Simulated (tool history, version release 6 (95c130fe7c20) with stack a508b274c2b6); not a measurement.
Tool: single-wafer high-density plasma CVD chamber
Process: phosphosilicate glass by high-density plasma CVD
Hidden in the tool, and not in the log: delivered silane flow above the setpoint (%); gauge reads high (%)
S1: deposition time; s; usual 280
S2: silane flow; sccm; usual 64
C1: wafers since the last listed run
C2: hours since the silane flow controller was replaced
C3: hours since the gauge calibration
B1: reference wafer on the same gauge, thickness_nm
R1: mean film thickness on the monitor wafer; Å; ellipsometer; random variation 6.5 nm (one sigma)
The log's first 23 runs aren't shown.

run 24 hour=273.1 | S1=280 S2=64 | C1=119 C2=84.8 C3=415.9 | B1=1840.277 | R1=18911.74
run 25 hour=279.4 | S1=325 S2=57 | C1=48 C2=91.1 C3=422.2 | B1=1840.323 | R1=19808.48
run 26 hour=286.0 | S1=307 S2=64 | C1=51 C2=97.7 C3=428.8 | B1=1838.337 | R1=20877.82
run 27 hour=297.6 | S1=252 S2=53 | C1=90 C2=109.3 C3=440.4 | B1=1840.180 | R1=14258.20
run 28 hour=312.8 | S1=297 S2=55 | C1=118 C2=124.5 C3=455.6 | B1=1839.870 | R1=17401.75
run 29 hour=327.4 | S1=323 S2=56 | C1=113 C2=139.1 C3=470.2 | B1=1838.539 | R1=19282.50
run 30 hour=336.5 | S1=280 S2=64 | C1=70 C2=148.2 C3=479.3 | B1=1841.243 | R1=19093.63
-- hour=339.6 gauge calibrated
run 31 hour=348.2 | S1=280 S2=64 | C1=90 C2=159.9 C3=8.6 | B1=1838.684 | R1=19139.54
run 32 hour=365.0 | S1=331 S2=68 | C1=130 C2=176.7 C3=25.4 | B1=1839.836 | R1=23909.76
run 33 hour=382.5 | S1=312 S2=64 | C1=135 C2=194.2 C3=42.9 | B1=1840.496 | R1=21202.84
run 34 hour=392.5 | S1=240 S2=53 | C1=77 C2=204.2 C3=52.9 | B1=1839.813 | R1=13511.33
run 35 hour=409.3 | S1=280 S2=77 | C1=130 C2=221.0 C3=69.7 | B1=1841.135 | R1=22910.68
run 36 hour=418.9 | S1=238 S2=60 | C1=74 C2=230.6 C3=79.3 | B1=1840.623 | R1=14994.55
run 37 hour=431.8 | S1=256 S2=75 | C1=100 C2=243.5 C3=92.2 | B1=1839.075 | R1=20327.73
run 38 hour=438.8 | S1=227 S2=68 | C1=54 C2=250.5 C3=99.2 | B1=1841.445 | R1=16289.03
run 39 hour=455.6 | S1=280 S2=64 | C1=130 C2=267.3 C3=116.0 | B1=1838.934 | R1=18974.01
run 40 hour=467.5 | S1=332 S2=77 | C1=92 C2=279.2 C3=127.9 | B1=1839.198 | R1=26994.46
run 41 hour=477.8 | S1=299 S2=59 | C1=79 C2=289.5 C3=138.2 | B1=1840.936 | R1=18554.83
run 42 hour=493.1 | S1=280 S2=64 | C1=118 C2=304.8 C3=153.5 | B1=1839.691 | R1=18954.98
run 43 hour=508.4 | S1=280 S2=64 | C1=118 C2=320.1 C3=168.8 | B1=1839.782 | R1=18972.85
run 44 hour=514.9 | S1=280 S2=64 | C1=50 C2=326.6 C3=175.3 | B1=1839.844 | R1=18985.95

5 ways to go on from here, each from the tool as it stands after run 44. What would each give?
run A hour=515.4 | S1=280 S2=55 | C1=3 C2=327.1 C3=175.8 | B1=? | R1=?
run B hour=515.4 | S1=264 S2=57 | C1=3 C2=327.1 C3=175.8 | B1=? | R1=?
run C hour=515.4 | S1=244 S2=70 | C1=3 C2=327.1 C3=175.8 | B1=? | R1=?
run D hour=515.4 | S1=248 S2=70 | C1=3 C2=327.1 C3=175.8 | B1=? | R1=?
run E hour=515.4 | S1=258 S2=76 | C1=3 C2=327.1 C3=175.8 | B1=? | R1=?

run=A B1=1839.417 R1=16294.56
run=B B1=1839.417 R1=15922.11
run=C B1=1839.417 R1=18072.14
run=D B1=1839.417 R1=18368.41
run=E B1=1839.417 R1=20746.99
Without the tool's hidden state the same runs would have given:
run=A R1=16417.57
run=B R1=16042.31
run=C R1=18208.57
run=D R1=18507.07
run=E R1=20903.61

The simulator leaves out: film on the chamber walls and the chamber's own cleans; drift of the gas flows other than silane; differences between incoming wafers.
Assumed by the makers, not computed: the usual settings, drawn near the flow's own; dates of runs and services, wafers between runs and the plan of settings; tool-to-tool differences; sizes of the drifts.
